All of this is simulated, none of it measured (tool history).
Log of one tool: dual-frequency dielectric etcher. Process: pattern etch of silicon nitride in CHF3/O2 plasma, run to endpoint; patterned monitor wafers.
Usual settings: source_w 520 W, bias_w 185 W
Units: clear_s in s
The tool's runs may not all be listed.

run	hour	source_w	bias_w	wafers since the last listed run	hours since the last wet clean	hours since the last source power generator calibration	hours since the last bias power generator calibration	hours since the last upper electrode change	incoming incoming film thickness, nm	clear_s
1	0	520	185	0	433.3	1549.9	5252	4981.4	111.1	72
2	31.6	520	185	225	464.9	1581.5	5283.6	5013	111	72.3
3	45.1	520	185	96	478.4	1595	5297.1	5026.5	112	71.9
4	60	600	216	106	493.3	1609.9	5312	5041.4	111.4	64.5
5	68.3	600	216	59	501.6	1618.2	5320.3	5049.7	111.4	64.1
6	76.3	520	221	57	509.6	1626.2	5328.3	5057.7	111.6	68.6
7	85	520	221	62	518.3	1634.9	5337	5066.4	110.1	67
8	102.7	520	221	126	536	1652.6	5354.7	5084.1	112.4	68.2
# hour 111.7: source power generator calibrated
# hour 128.2: wet clean of the chamber
9	128.7	440	153	38	0.5	17	5380.7	5110.1	112.4	86.1
10	129.1	520	185	2	0.9	17.4	5381.1	5110.5	112.4	75.3
11	130.1	520	185	7	1.9	18.4	5382.1	5111.5	111.4	75.4
12	139.7	520	185	68	11.5	28	5391.7	5121.1	112.5	74.6
13	151.3	520	175	82	23.1	39.6	5403.3	5132.7	112	76.1
# hour 201.4: bias power generator calibrated
14	202.5	440	217	337	74.3	90.8	1.1	5183.9	112.2	77.1
15	209.8	580	173	52	81.6	98.1	8.4	5191.2	111.2	72
16	216.7	390	217	49	88.5	105	15.3	5198.1	112.1	81.3
# hour 241.5: upper electrode replaced
17	242	460	165	9	113.8	130.3	40.6	0.5	111.8	81
18	242.3	460	157	2	114.1	130.6	40.9	0.8	112.5	82.7
19	242.6	480	200	2	114.4	130.9	41.2	1.1	112.6	75.9
20	247.6	460	185	35	119.4	135.9	46.2	6.1	112.4	79
21	262.5	580	169	106	134.3	150.8	61.1	21	112.6	73.1
22	275.7	520	185	94	147.5	164	74.3	34.2	111.2	73
23	291.3	480	150	111	163.1	179.6	89.9	49.8	112	81
24	307	520	185	112	178.8	195.3	105.6	65.5	112.2	75.1
25	314.6	520	185	54	186.4	202.9	113.2	73.1	110.1	72.7
26	328.4	600	230	98	200.2	216.7	127	86.9	111.2	64.7
27	343.5	650	151	107	215.3	231.8	142.1	102	112.2	71.5

Forecast each of these 5 alternatives for the next run:
A	343.9	520	185	2	215.7	232.2	142.5	102.4	112.4	?
B	343.9	440	218	2	215.7	232.2	142.5	102.4	112.4	?
C	343.9	470	228	2	215.7	232.2	142.5	102.4	112.4	?
D	343.9	630	185	2	215.7	232.2	142.5	102.4	112.4	?
E	343.9	580	185	2	215.7	232.2	142.5	102.4	112.4	?

run	clear_s
A	74
B	75.9
C	72.8
D	68.2
E	70.6
Without the tool's hidden state the same runs would have given:
run	clear_s
A	74.7
B	76.6
C	73.4
D	68.7
E	71.2
